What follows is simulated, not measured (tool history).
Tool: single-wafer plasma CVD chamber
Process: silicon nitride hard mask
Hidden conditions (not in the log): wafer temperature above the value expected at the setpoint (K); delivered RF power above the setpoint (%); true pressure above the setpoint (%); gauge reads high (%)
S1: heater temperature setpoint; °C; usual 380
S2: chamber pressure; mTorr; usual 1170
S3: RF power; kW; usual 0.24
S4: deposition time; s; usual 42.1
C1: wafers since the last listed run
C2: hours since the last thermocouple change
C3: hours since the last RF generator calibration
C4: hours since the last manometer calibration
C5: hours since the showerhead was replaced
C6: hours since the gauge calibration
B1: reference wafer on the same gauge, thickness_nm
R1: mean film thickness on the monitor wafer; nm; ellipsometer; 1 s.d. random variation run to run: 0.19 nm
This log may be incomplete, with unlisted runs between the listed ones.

run	day	S1	S2	S3	S4	C1	C2	C3	C4	C5	C6	B1	R1
1	0	380	1170	0.24	42.1	0	46.9	35.9	1469	4445.3	2028.4	29.906	34.016
2	3.679	380	1170	0.24	42.1	2654	135.2	124.2	1557.3	4533.6	2116.7	29.888	33.736
3	6.342	380	1170	0.24	47.9	1920	199.1	188.1	1621.2	4597.5	2180.6	29.875	38.007
4	8.588	380	1170	0.24	47.9	1620	253	242	1675.1	4651.4	2234.5	29.894	38.09
5	11.942	388	1390	0.24	42.1	2419	333.5	322.5	1755.6	4731.9	2315	29.908	34.982
6	16.071	380	1170	0.24	42.1	2978	432.6	421.6	1854.7	4831	2414.1	29.897	33.267
7	18.712	380	1020	0.24	34.5	1905	496	485	1918.1	4894.4	2477.5	29.886	26.149
8	22.292	380	1170	0.24	38.7	2581	581.9	570.9	2004	4980.3	2563.4	29.912	30.416
9	24.096	380	1170	0.24	39.5	1301	625.2	614.2	2047.3	5023.6	2606.7	29.91	31.065
10	25.925	371	960	0.24	40	1319	669.1	658.1	2091.2	5067.5	2650.6	29.879	29.711
# day 26.767: capacitance manometer re-zeroed and calibrated
11	30.012	380	1170	0.24	42.1	2708	767.2	756.2	77.9	5165.6	2748.7	29.896	33.33
# day 32.175: showerhead replaced
# day 32.75: gauge calibrated
# day 40.838: thermocouple changed; heater temperature recalibrated
12	41.658	380	1170	0.24	42.1	7919	19.7	1035.7	357.4	227.6	213.8	29.884	33.105
13	44.025	371	1020	0.255	39.6	1707	76.5	1092.5	414.2	284.4	270.6	29.891	30.765
14	46.725	380	1170	0.24	42.1	1947	141.3	1157.3	479	349.2	335.4	29.912	33.444
15	48.817	385	1260	0.25	36.7	1508	191.5	1207.5	529.2	399.4	385.6	29.909	29.931
16	52.488	389	1290	0.195	47	2647	279.6	1295.6	617.3	487.5	473.7	29.897	33.706
17	56.404	380	1170	0.24	42.1	2825	373.6	1389.6	711.3	581.5	567.7	29.868	33.146
18	58.104	380	1170	0.24	42.1	1226	414.4	1430.4	752.1	622.3	608.5	29.869	32.781
# day 60.025: RF generator calibrated
19	60.046	375	1020	0.24	47.4	1160	461	0.5	798.7	668.9	655.1	29.905	36.398
20	63.075	392	1330	0.205	49.3	2185	533.7	73.2	871.4	741.6	727.8	29.897	37.477
21	65.929	380	1170	0.19	37.6	2058	602.2	141.7	939.9	810.1	796.3	29.876	26.359
22	69.279	374	1170	0.285	42.1	2416	682.6	222.1	1020.3	890.5	876.7	29.895	37.202
23	73.338	380	1440	0.24	42.1	2927	780	319.5	1117.7	987.9	974.1	29.879	35.539
24	77.033	395	1390	0.24	48.8	2666	868.7	408.2	1206.4	1076.6	1062.8	29.879	40.205
25	85.475	380	1170	0.24	42.1	6089	1071.3	610.8	1409	1279.2	1265.4	29.888	33.445
# day 87.046: thermocouple changed; heater temperature recalibrated
26	89.104	380	1170	0.24	42.1	2377	49.4	697.9	1496.1	1366.3	1352.5	29.925	33.388
27	93.479	380	1400	0.265	42.1	3155	154.4	802.9	1601.1	1471.3	1457.5	29.914	37.193

5 ways to go on from here, each from the tool as it stands after run 27. What would each give?
A	93.496	388	1170	0.24	42.1	12	154.8	803.3	1601.5	1471.7	1457.9	?	?
B	93.496	380	1280	0.24	37.8	12	154.8	803.3	1601.5	1471.7	1457.9	?	?
C	93.496	380	1170	0.24	48.6	12	154.8	803.3	1601.5	1471.7	1457.9	?	?
D	93.496	385	1460	0.225	38.7	12	154.8	803.3	1601.5	1471.7	1457.9	?	?
E	93.496	380	1170	0.28	39.2	12	154.8	803.3	1601.5	1471.7	1457.9	?	?

run	B1	R1
A	29.897	33.008
B	29.897	30.608
C	29.897	38.231
D	29.897	31.383
E	29.897	33.632
Take away the tool's hidden state, keep each run's random variation, and the runs would have read:
run	R1
A	33.722
B	31.27
C	39.058
D	32.097
E	34.359
